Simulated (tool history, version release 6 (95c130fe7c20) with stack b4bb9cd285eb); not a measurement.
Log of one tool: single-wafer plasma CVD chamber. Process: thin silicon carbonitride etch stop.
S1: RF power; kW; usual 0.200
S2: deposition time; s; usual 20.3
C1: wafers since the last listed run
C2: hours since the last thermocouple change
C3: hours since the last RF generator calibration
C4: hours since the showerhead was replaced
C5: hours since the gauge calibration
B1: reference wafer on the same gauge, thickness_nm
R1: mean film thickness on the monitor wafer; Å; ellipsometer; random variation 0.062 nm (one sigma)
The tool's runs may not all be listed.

Run 1, hour 0.0: usual settings; C1 0; C2 849.6; C3 1708.6; C4 2171.8; C5 482.9; B1 10.203. Result: R1 118.39 Å.
Run 2, hour 47.6: usual settings; C1 989; C2 897.2; C3 1756.2; C4 2219.4; C5 530.5; B1 10.192. Result: R1 118.35 Å.
Run 3, hour 100.5: usual settings; C1 1099; C2 950.1; C3 1809.1; C4 2272.3; C5 583.4; B1 10.179. Result: R1 118.93 Å.
Run 4, hour 190.4: usual settings but S2 21.4 s; C1 1868; C2 1040.0; C3 1899.0; C4 2362.2; C5 673.3; B1 10.207. Result: R1 124.81 Å.
Run 5, hour 263.5: usual settings but S2 21.4 s; C1 1519; C2 1113.1; C3 1972.1; C4 2435.3; C5 746.4; B1 10.207. Result: R1 126.19 Å.
Run 6, hour 367.1: usual settings; C1 2153; C2 1216.7; C3 2075.7; C4 2538.9; C5 850.0; B1 10.194. Result: R1 118.98 Å.
Run 7, hour 457.0: usual settings; C1 1868; C2 1306.6; C3 2165.6; C4 2628.8; C5 939.9; B1 10.216. Result: R1 118.98 Å.
Run 8, hour 554.1: usual settings; C1 2018; C2 1403.7; C3 2262.7; C4 2725.9; C5 1037.0; B1 10.210. Result: R1 118.05 Å.
At hour 590.0: RF generator calibrated.
At hour 630.2: showerhead replaced.
Run 9, hour 634.3: usual settings; C1 1334; C2 1483.9; C3 44.3; C4 4.1; C5 1117.2; B1 10.209. Result: R1 117.82 Å.
Run 10, hour 689.8: usual settings but S1 0.235 kW, S2 24.3 s; C1 1153; C2 1539.4; C3 99.8; C4 59.6; C5 1172.7; B1 10.196. Result: R1 148.14 Å.
Run 11, hour 741.6: usual settings; C1 1076; C2 1591.2; C3 151.6; C4 111.4; C5 1224.5; B1 10.173. Result: R1 118.38 Å.
At hour 787.0: thermocouple changed; heater temperature recalibrated.
Run 12, hour 832.6: usual settings but S2 24.0 s; C1 1725; C2 45.6; C3 242.6; C4 202.4; C5 1315.5; B1 10.212. Result: R1 141.68 Å.
Run 13, hour 875.7: usual settings but S1 0.160 kW, S2 22.6 s; C1 895; C2 88.7; C3 285.7; C4 245.5; C5 1358.6; B1 10.228. Result: R1 124.53 Å.
At hour 914.4: gauge calibrated.
Run 14, hour 963.8: usual settings; C1 1831; C2 176.8; C3 373.8; C4 333.6; C5 49.4; B1 10.214. Result: R1 118.96 Å.
Run 15, hour 1013.0: usual settings but S1 0.235 kW, S2 24.1 s; C1 1022; C2 226.0; C3 423.0; C4 382.8; C5 98.6; B1 10.212. Result: R1 147.74 Å.
Run 16, hour 1083.6: usual settings but S1 0.210 kW, S2 18.4 s; C1 1467; C2 296.6; C3 493.6; C4 453.4; C5 169.2; B1 10.201. Result: R1 108.30 Å.
Run 17, hour 1122.3: usual settings but S1 0.185 kW, S2 22.2 s; C1 804; C2 335.3; C3 532.3; C4 492.1; C5 207.9; B1 10.217. Result: R1 126.32 Å.
Run 18, hour 1171.9: usual settings but S1 0.220 kW, S2 17.0 s; C1 1030; C2 384.9; C3 581.9; C4 541.7; C5 257.5; B1 10.197. Result: R1 101.81 Å.

Forecast each of these 5 alternatives for the next run:
Run A, hour 1172.3: usual settings; C1 8; C2 385.3; C3 582.3; C4 542.1; C5 257.9; B1 ?. Result: R1 ?.
Run B, hour 1172.3: usual settings but S1 0.175 kW, S2 16.8 s; C1 8; C2 385.3; C3 582.3; C4 542.1; C5 257.9; B1 ?. Result: R1 ?.
Run C, hour 1172.3: usual settings but S1 0.185 kW, S2 21.7 s; C1 8; C2 385.3; C3 582.3; C4 542.1; C5 257.9; B1 ?. Result: R1 ?.
Run D, hour 1172.3: usual settings but S1 0.190 kW; C1 8; C2 385.3; C3 582.3; C4 542.1; C5 257.9; B1 ?. Result: R1 ?.
Run E, hour 1172.3: usual settings but S1 0.175 kW, S2 21.7 s; C1 8; C2 385.3; C3 582.3; C4 542.1; C5 257.9; B1 ?. Result: R1 ?.

run      B1      R1
  A  10.189  119.28
  B  10.189   95.24
  C  10.189  124.86
  D  10.189  117.64
  E  10.189  123.01
Without the tool's hidden state the same runs would have given:
run      R1
  A  119.28
  B   95.24
  C  124.86
  D  117.64
  E  123.01
